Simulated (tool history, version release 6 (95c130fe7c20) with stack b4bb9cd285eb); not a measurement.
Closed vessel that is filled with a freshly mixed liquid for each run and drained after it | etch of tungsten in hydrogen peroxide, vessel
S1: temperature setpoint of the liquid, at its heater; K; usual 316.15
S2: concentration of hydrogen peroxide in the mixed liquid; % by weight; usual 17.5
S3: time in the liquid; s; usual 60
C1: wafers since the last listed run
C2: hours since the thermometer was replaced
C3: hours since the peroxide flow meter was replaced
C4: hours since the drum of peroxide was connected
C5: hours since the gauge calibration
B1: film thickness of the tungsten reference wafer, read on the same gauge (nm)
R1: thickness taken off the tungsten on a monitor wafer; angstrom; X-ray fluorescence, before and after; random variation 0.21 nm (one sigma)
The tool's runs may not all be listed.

| run | day | S1 | S2 | S3 | C1 | C2 | C3 | C4 | C5 | B1 | R1 |
|---|---|---|---|---|---|---|---|---|---|---|---|
| 1 | 0 | 316.15 | 17.5 | 60 | 0 | 578.3 | 59.6 | 219.1 | 158.7 | 30.21 | 324.3 |
| 2 | 2.242 | 316.15 | 17.5 | 60 | 5686 | 632.1 | 113.4 | 272.9 | 212.5 | 30.18 | 324.9 |
|  | 8.183 | thermometer replaced |
| 3 | 15.721 | 321.15 | 17.5 | 60 | 34086 | 180.9 | 436.9 | 596.4 | 536 | 30.4 | 448.8 |
| 4 | 18.808 | 321.15 | 17.5 | 60 | 7832 | 255 | 511 | 670.5 | 610.1 | 30.47 | 453.4 |
| 5 | 23.146 | 316.15 | 17.5 | 60 | 11002 | 359.1 | 615.1 | 774.6 | 714.2 | 30.53 | 325.1 |
| 6 | 27.129 | 316.15 | 17.5 | 60 | 10104 | 454.7 | 710.7 | 870.2 | 809.8 | 30.56 | 328 |
| 7 | 31.058 | 316.15 | 17.5 | 60 | 9967 | 549 | 805 | 964.5 | 904.1 | 30.58 | 330.6 |
| 8 | 32.792 | 316.15 | 21 | 60 | 4396 | 590.6 | 846.6 | 1006.1 | 945.7 | 30.65 | 363.9 |
|  | 33.05 | new drum of peroxide connected |
| 9 | 35.362 | 316.15 | 18.5 | 60 | 6415 | 652.3 | 908.3 | 55.5 | 1007.4 | 30.63 | 340.4 |
| 10 | 38.858 | 316.15 | 18.5 | 60 | 8867 | 736.2 | 992.2 | 139.4 | 1091.3 | 30.71 | 341.7 |
| 11 | 40.838 | 316.15 | 17.5 | 60 | 5020 | 783.7 | 1039.7 | 186.9 | 1138.8 | 30.73 | 333.1 |
| 12 | 43.542 | 316.15 | 17.5 | 70 | 6859 | 848.6 | 1104.6 | 251.8 | 1203.7 | 30.78 | 386.9 |
| 13 | 46.238 | 316.15 | 17.5 | 60 | 6838 | 913.3 | 1169.3 | 316.5 | 1268.4 | 30.88 | 333.2 |
|  | 48.312 | thermometer replaced |
|  | 49.25 | peroxide flow meter replaced |
| 14 | 49.429 | 316.15 | 17.5 | 75 | 7884 | 26.8 | 4.3 | 393.1 | 1345 | 30.9 | 413.7 |
| 15 | 53.862 | 316.15 | 13.5 | 35 | 11245 | 133.2 | 110.7 | 499.5 | 1451.4 | 30.99 | 172.3 |
| 16 | 56.038 | 316.15 | 16 | 60 | 5517 | 185.4 | 162.9 | 551.7 | 1503.6 | 31.02 | 320 |
| 17 | 59.979 | 324.65 | 16 | 30 | 9998 | 280 | 257.5 | 646.3 | 1598.2 | 31.01 | 269.4 |
|  | 62.4 | gauge calibrated |
| 18 | 62.838 | 325.15 | 19 | 30 | 7250 | 348.6 | 326.1 | 714.9 | 10.5 | 29.98 | 297.5 |
| 19 | 64.525 | 310.15 | 14.5 | 50 | 4280 | 389.1 | 366.6 | 755.4 | 51 | 29.94 | 165 |
| 20 | 67.6 | 316.15 | 17.5 | 60 | 7800 | 462.9 | 440.4 | 829.2 | 124.8 | 30.01 | 323.3 |
| 21 | 71.479 | 323.15 | 16 | 90 | 9840 | 556 | 533.5 | 922.3 | 217.9 | 30.03 | 716.6 |
|  | 75.592 | new drum of peroxide connected |
| 22 | 83.858 | 316.15 | 17.5 | 60 | 31296 | 853.1 | 830.6 | 198.4 | 515 | 30.25 | 324.9 |
|  | 87.367 | thermometer replaced |
| 23 | 88.317 | 309.65 | 16 | 45 | 11203 | 22.8 | 937.6 | 305.4 | 622 | 30.31 | 152.8 |
| 24 | 90.229 | 320.15 | 17.5 | 60 | 4851 | 68.7 | 983.5 | 351.3 | 667.9 | 30.33 | 420.7 |
| 25 | 93.375 | 325.15 | 13.5 | 80 | 7979 | 144.2 | 1059 | 426.8 | 743.4 | 30.4 | 674.5 |
| 26 | 101.788 | 306.65 | 13 | 35 | 21339 | 346.1 | 1260.9 | 628.7 | 945.3 | 30.48 | 87.8 |
| 27 | 103.696 | 325.65 | 13.5 | 50 | 4840 | 391.9 | 1306.7 | 674.5 | 991.1 | 30.53 | 437 |
| 28 | 105.617 | 316.15 | 17.5 | 60 | 4872 | 438 | 1352.8 | 720.6 | 1037.2 | 30.63 | 330.3 |

Hidden state at the last listed run before each entry between runs and at the first one after, where it differs:
Between runs 2 and 3: thermometer replaced (day 8.183)
  gauge reads high (%): 0.618 -> 1.28
  measured less the result without the state, R1: +2 -> +5.6 angstrom
Between runs 8 and 9: new drum of peroxide connected (day 33.05)
  gauge reads high (%): 2.12 -> 2.24
  measured less the result without the state, R1: +7.6 -> +7.5 angstrom
Between runs 13 and 14: thermometer replaced (day 48.312); peroxide flow meter replaced (day 49.25)
  gauge reads high (%): 2.78 -> 2.93
  measured less the result without the state, R1: +9 -> +11.8 angstrom
Between runs 17 and 18: gauge calibrated (day 62.4)
  gauge reads high (%): 3.45 -> -0.223
  measured less the result without the state, R1: +9 -> -0.7 angstrom
Between runs 21 and 22: new drum of peroxide connected (day 75.592)
  gauge reads high (%): 0.2 -> 0.807
  measured less the result without the state, R1: +1.4 -> +2.6 angstrom
Between runs 22 and 23: thermometer replaced (day 87.367)
  gauge reads high (%): 0.807 -> 1.03
  measured less the result without the state, R1: +2.6 -> +1.5 angstrom

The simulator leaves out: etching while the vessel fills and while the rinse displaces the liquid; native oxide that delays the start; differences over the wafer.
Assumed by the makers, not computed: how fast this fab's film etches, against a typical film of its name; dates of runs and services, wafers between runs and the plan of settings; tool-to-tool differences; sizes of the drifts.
